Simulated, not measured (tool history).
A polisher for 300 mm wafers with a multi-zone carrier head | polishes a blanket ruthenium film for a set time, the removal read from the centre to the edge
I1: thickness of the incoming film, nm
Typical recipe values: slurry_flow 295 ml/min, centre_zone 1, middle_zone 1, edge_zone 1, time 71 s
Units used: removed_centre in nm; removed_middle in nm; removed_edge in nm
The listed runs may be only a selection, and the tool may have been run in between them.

run 1 hour=0 | slurry_flow=240 centre_zone=1 middle_zone=1 edge_zone=1.05 time=71 | I1=364.5 | removed_centre=75.5 removed_middle=76.1 removed_edge=79.1
run 2 hour=19 | slurry_flow=295 centre_zone=1 middle_zone=1.08 edge_zone=1.06 time=71 | I1=366.1 | removed_centre=76.3 removed_middle=83.5 removed_edge=80.2
run 3 hour=36.1 | slurry_flow=295 centre_zone=1 middle_zone=1.09 edge_zone=1 time=71 | I1=370.9 | removed_centre=75.9 removed_middle=84.4 removed_edge=77
run 4 hour=52.8 | slurry_flow=295 centre_zone=1 middle_zone=1 edge_zone=1 time=83 | I1=366.5 | removed_centre=89.1 removed_middle=91.4 removed_edge=90.2
-- hour=62.5 worn pad replaced by a new one
run 5 hour=88.6 | slurry_flow=295 centre_zone=0.96 middle_zone=1.1 edge_zone=1 time=71 | I1=361.7 | removed_centre=75.2 removed_middle=87.1 removed_edge=79.2
run 6 hour=149.4 | slurry_flow=295 centre_zone=1.08 middle_zone=0.9 edge_zone=1.04 time=88 | I1=364.2 | removed_centre=104.1 removed_middle=89.4 removed_edge=99.4
-- hour=158.7 slurry nozzle cleaned
run 7 hour=166.5 | slurry_flow=295 centre_zone=1 middle_zone=1 edge_zone=1 time=71 | I1=374.2 | removed_centre=78.2 removed_middle=80.8 removed_edge=78.9
-- hour=178 edge zone pressure recalibrated
run 8 hour=182.8 | slurry_flow=295 centre_zone=1.12 middle_zone=1 edge_zone=1.04 time=71 | I1=369.8 | removed_centre=86.4 removed_middle=80.7 removed_edge=79.4
run 9 hour=201.5 | slurry_flow=220 centre_zone=0.95 middle_zone=1.09 edge_zone=1.1 time=71 | I1=373.1 | removed_centre=71 removed_middle=83 removed_edge=80.1
run 10 hour=227.6 | slurry_flow=240 centre_zone=1 middle_zone=1 edge_zone=1 time=89 | I1=375.3 | removed_centre=94.5 removed_middle=96.6 removed_edge=94.6
run 11 hour=257.6 | slurry_flow=390 centre_zone=0.94 middle_zone=1.09 edge_zone=1.08 time=71 | I1=369.5 | removed_centre=73.5 removed_middle=85.2 removed_edge=81.8
-- hour=287.4 worn pad replaced by a new one
run 12 hour=334.8 | slurry_flow=240 centre_zone=1 middle_zone=1 edge_zone=1 time=89 | I1=365.1 | removed_centre=95.2 removed_middle=99.2 removed_edge=99
run 13 hour=358.7 | slurry_flow=295 centre_zone=1.05 middle_zone=1 edge_zone=1 time=55 | I1=370.9 | removed_centre=63.1 removed_middle=63.3 removed_edge=60.8
-- hour=365.5 slurry nozzle cleaned
run 14 hour=392.6 | slurry_flow=330 centre_zone=1.03 middle_zone=1 edge_zone=1.03 time=71 | I1=371.4 | removed_centre=80.4 removed_middle=79.9 removed_edge=79.5
run 15 hour=409 | slurry_flow=295 centre_zone=0.96 middle_zone=1 edge_zone=1 time=71 | I1=372.5 | removed_centre=74.4 removed_middle=79 removed_edge=77.4
run 16 hour=435.6 | slurry_flow=375 centre_zone=1 middle_zone=1 edge_zone=1 time=71 | I1=369.4 | removed_centre=78.6 removed_middle=80.8 removed_edge=79.4
run 17 hour=451.4 | slurry_flow=295 centre_zone=1 middle_zone=1 edge_zone=1 time=71 | I1=365.9 | removed_centre=75.9 removed_middle=78.5 removed_edge=77.9
run 18 hour=466.9 | slurry_flow=295 centre_zone=1.06 middle_zone=1.07 edge_zone=1 time=71 | I1=362.2 | removed_centre=81.7 removed_middle=82.3 removed_edge=78.1
-- hour=495.3 worn pad replaced by a new one
run 19 hour=502.6 | slurry_flow=365 centre_zone=1 middle_zone=1 edge_zone=0.89 time=71 | I1=368 | removed_centre=79.9 removed_middle=81.4 removed_edge=76.8
run 20 hour=515.1 | slurry_flow=400 centre_zone=1 middle_zone=1 edge_zone=1 time=86 | I1=369 | removed_centre=96.8 removed_middle=100.6 removed_edge=98.6
run 21 hour=533.6 | slurry_flow=295 centre_zone=1.1 middle_zone=1 edge_zone=0.89 time=71 | I1=366.7 | removed_centre=84.9 removed_middle=80.7 removed_edge=74.9
run 22 hour=561.8 | slurry_flow=295 centre_zone=1 middle_zone=1 edge_zone=1 time=71 | I1=377 | removed_centre=76.7 removed_middle=79.7 removed_edge=78.6
-- hour=574.1 slurry nozzle cleaned
run 23 hour=591.6 | slurry_flow=295 centre_zone=1 middle_zone=1 edge_zone=1 time=71 | I1=373.8 | removed_centre=77.5 removed_middle=78.2 removed_edge=78.8

What the log doesn't show, run by run:
slurry flow missing at the pad, %: 0, the same for each run
deviation of the centre zone's pressure from its setpoint, %: 0, the same for each run
deviation of the edge zone's pressure from its setpoint, %: 0, the same for each run
H1: removal rate lost through wear of the pad, %
run=1 H1=2.63
run=2 H1=2.96
run=3 H1=3.26
run=4 H1=3.55
run=5 H1=0.686
run=6 H1=1.75
run=7 H1=2.05
run=8 H1=2.34
run=9 H1=2.66
run=10 H1=3.12
run=11 H1=3.65
run=12 H1=1.03
run=13 H1=1.45
run=14 H1=2.04
run=15 H1=2.33
run=16 H1=2.79
run=17 H1=3.07
run=18 H1=3.34
run=19 H1=0.668
run=20 H1=0.887
run=21 H1=1.21
run=22 H1=1.7
run=23 H1=2.23

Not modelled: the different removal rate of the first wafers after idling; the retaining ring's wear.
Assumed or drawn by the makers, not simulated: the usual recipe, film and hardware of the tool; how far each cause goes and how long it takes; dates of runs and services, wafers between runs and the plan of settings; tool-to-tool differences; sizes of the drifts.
